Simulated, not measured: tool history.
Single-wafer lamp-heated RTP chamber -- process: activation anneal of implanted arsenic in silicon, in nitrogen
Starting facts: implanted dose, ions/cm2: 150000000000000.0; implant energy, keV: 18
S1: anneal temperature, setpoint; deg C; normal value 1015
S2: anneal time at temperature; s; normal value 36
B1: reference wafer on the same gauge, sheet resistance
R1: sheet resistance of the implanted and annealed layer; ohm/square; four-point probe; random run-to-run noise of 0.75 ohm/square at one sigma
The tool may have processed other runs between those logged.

Run 1, hour 0: usual settings but S2 46 s; B1 578.58. Result: R1 499.51 ohm/square.
Run 2, hour 30.3: usual settings but S2 46 s; B1 578.72. Result: R1 499.32 ohm/square.
Run 3, hour 73.7: usual settings but S2 46 s; B1 578.81. Result: R1 499.1 ohm/square.
Run 4, hour 116.4: usual settings; B1 579.11. Result: R1 501.06 ohm/square.
Run 5, hour 182.2: usual settings; B1 580.28. Result: R1 501.96 ohm/square.
Run 6, hour 227.3: usual settings; B1 580.74. Result: R1 503.41 ohm/square.
Run 7, hour 260.8: usual settings; B1 581.01. Result: R1 504.52 ohm/square.
At hour 303.9: gauge calibrated.
Run 8, hour 310.1: usual settings but S2 25 s; B1 576.58. Result: R1 501.53 ohm/square.
Run 9, hour 349.6: usual settings but S2 25 s; B1 576.24. Result: R1 501.02 ohm/square.
Run 10, hour 384.1: usual settings; B1 576.41. Result: R1 499.13 ohm/square.
At hour 407.2: reflector plate cleaned.
Run 11, hour 462.2: usual settings but S1 1023 deg C, S2 57 s; B1 576.59. Result: R1 493.23 ohm/square.
At hour 484.2: pyrometer window cleaned and pyrometer calibrated.
Run 12, hour 494.6: usual settings but S2 53 s; B1 576.73. Result: R1 497.31 ohm/square.
Run 13, hour 551.6: usual settings but S2 46 s; B1 576.71. Result: R1 496.53 ohm/square.
Run 14, hour 586.8: usual settings but S1 1035 deg C, S2 29 s; B1 576.52. Result: R1 498.94 ohm/square.
Run 15, hour 627.4: usual settings but S1 1044 deg C, S2 45 s; B1 577.05. Result: R1 489.89 ohm/square.
Run 16, hour 657.2: usual settings; B1 576.8. Result: R1 499.03 ohm/square.
Run 17, hour 780.3: usual settings but S1 1025 deg C, S2 49 s; B1 577.97. Result: R1 496.1 ohm/square.
Run 18, hour 811.7: usual settings but S1 994 deg C, S2 24 s; B1 578.37. Result: R1 504.92 ohm/square.
Run 19, hour 857: usual settings but S2 46 s; B1 578.65. Result: R1 498.8 ohm/square.

Selected run-to-run steps in R1, each split into two signed amounts: the part the tool would show with no hidden state at all (from settings, incoming material and random variation), and the remainder, which goes to the hidden state together with any gauge scatter not common to the measured and the hidden-state-free results:
The tool's hidden condition here consists of: true wafer temperature minus pyrometer reading, K; wafer temperature error from the tarnished reflector plate, K; gauge reads high (%).
Run 7 -> 8: S2 36 -> 25, gauge calibrated. R1 -2.99 ohm/square: hidden state -4.3, all else +1.31.
Run 15 -> 16: S1 1044 -> 1015, S2 45 -> 36. R1 +9.14 ohm/square: hidden state +0.13, all else +9.01.
